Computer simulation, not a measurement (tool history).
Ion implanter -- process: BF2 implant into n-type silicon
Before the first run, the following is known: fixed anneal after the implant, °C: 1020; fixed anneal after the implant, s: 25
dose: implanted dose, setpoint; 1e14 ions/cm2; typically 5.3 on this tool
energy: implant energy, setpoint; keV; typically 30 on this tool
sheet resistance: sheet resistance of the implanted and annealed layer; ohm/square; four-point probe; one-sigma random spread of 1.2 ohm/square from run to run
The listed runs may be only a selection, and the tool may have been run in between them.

| run | hour | dose | energy | wafers since the last listed run | hours since the last dose calibration | hours since the extraction supply was calibrated | hours since the gauge calibration | read-back reference wafer on the same gauge, sheet resistance | sheet resistance |
|---|---|---|---|---|---|---|---|---|---|
| 1 | 0 | 5.3 | 36 | 0 | 1304.6 | 4136.5 | 393.4 | 177.79 | 217.25 |
| 2 | 37.7 | 5.3 | 30 | 499 | 1342.3 | 4174.2 | 431.1 | 178.05 | 221.57 |
| 3 | 81.6 | 5.3 | 30 | 582 | 1386.2 | 4218.1 | 475 | 177.81 | 221.09 |
| 4 | 121.6 | 5.3 | 30 | 530 | 1426.2 | 4258.1 | 515 | 177.99 | 219.53 |
| 5 | 171.7 | 6.02 | 30 | 664 | 1476.3 | 4308.2 | 565.1 | 178.03 | 201.13 |
| 6 | 211.2 | 6.02 | 30 | 523 | 1515.8 | 4347.7 | 604.6 | 177.99 | 198.98 |
| 7 | 242.5 | 6.02 | 30 | 415 | 1547.1 | 4379 | 635.9 | 177.85 | 200.46 |
| 8 | 313.7 | 4.84 | 23 | 944 | 1618.3 | 4450.2 | 707.1 | 178.23 | 248.33 |
| 9 | 368.4 | 4.84 | 23 | 725 | 1673 | 4504.9 | 761.8 | 178.03 | 246.88 |
| 10 | 420.6 | 4.47 | 30 | 692 | 1725.2 | 4557.1 | 814 | 177.83 | 253.99 |
| 11 | 456.8 | 5.3 | 30 | 480 | 1761.4 | 4593.3 | 850.2 | 178.05 | 222.94 |
|  | 506.1 | Faraday cup replaced and dose calibrated |
| 12 | 570.1 | 5.3 | 30 | 1396 | 64 | 4706.6 | 963.5 | 177.85 | 217.94 |
|  | 572.9 | gauge calibrated |
| 13 | 641.8 | 6.82 | 37 | 950 | 135.7 | 4778.3 | 68.9 | 177.95 | 175.1 |
| 14 | 705 | 5.3 | 23 | 838 | 198.9 | 4841.5 | 132.1 | 178.28 | 229.49 |
| 15 | 736.3 | 6.89 | 20.5 | 415 | 230.2 | 4872.8 | 163.4 | 178.02 | 193.43 |
| 16 | 778.1 | 4.7 | 30 | 554 | 272 | 4914.6 | 205.2 | 177.89 | 242.43 |
|  | 810 | extraction supply calibrated |
| 17 | 837.2 | 4.27 | 35.5 | 677 | 331.1 | 27.2 | 264.3 | 177.73 | 260.26 |
| 18 | 885.8 | 6.17 | 37.5 | 644 | 379.7 | 75.8 | 312.9 | 178.05 | 189.7 |
| 19 | 912.9 | 6.48 | 24.5 | 359 | 406.8 | 102.9 | 340 | 177.78 | 194.68 |
| 20 | 984.2 | 5.71 | 30 | 945 | 478.1 | 174.2 | 411.3 | 177.92 | 208.84 |
| 21 | 1042.4 | 6.25 | 33.5 | 771 | 536.3 | 232.4 | 469.5 | 178.18 | 189.87 |

Branching from run 21: 3 alternative next runs. What would each branch give?
| A | 1042.8 | 5.3 | 23.5 | 5 | 536.7 | 232.8 | 469.9 | ? | ? |
| B | 1042.8 | 6.73 | 30 | 5 | 536.7 | 232.8 | 469.9 | ? | ? |
| C | 1042.8 | 6.68 | 36.5 | 5 | 536.7 | 232.8 | 469.9 | ? | ? |

| run | read-back reference wafer on the same gauge, sheet resistance | sheet resistance |
|---|---|---|
| A | 177.72 | 228.48 |
| B | 177.72 | 182.69 |
| C | 177.72 | 178.03 |
What these runs would have given with no unlogged condition in the tool:
| run | sheet resistance |
|---|---|
| A | 228.48 |
| B | 182.69 |
| C | 178.03 |
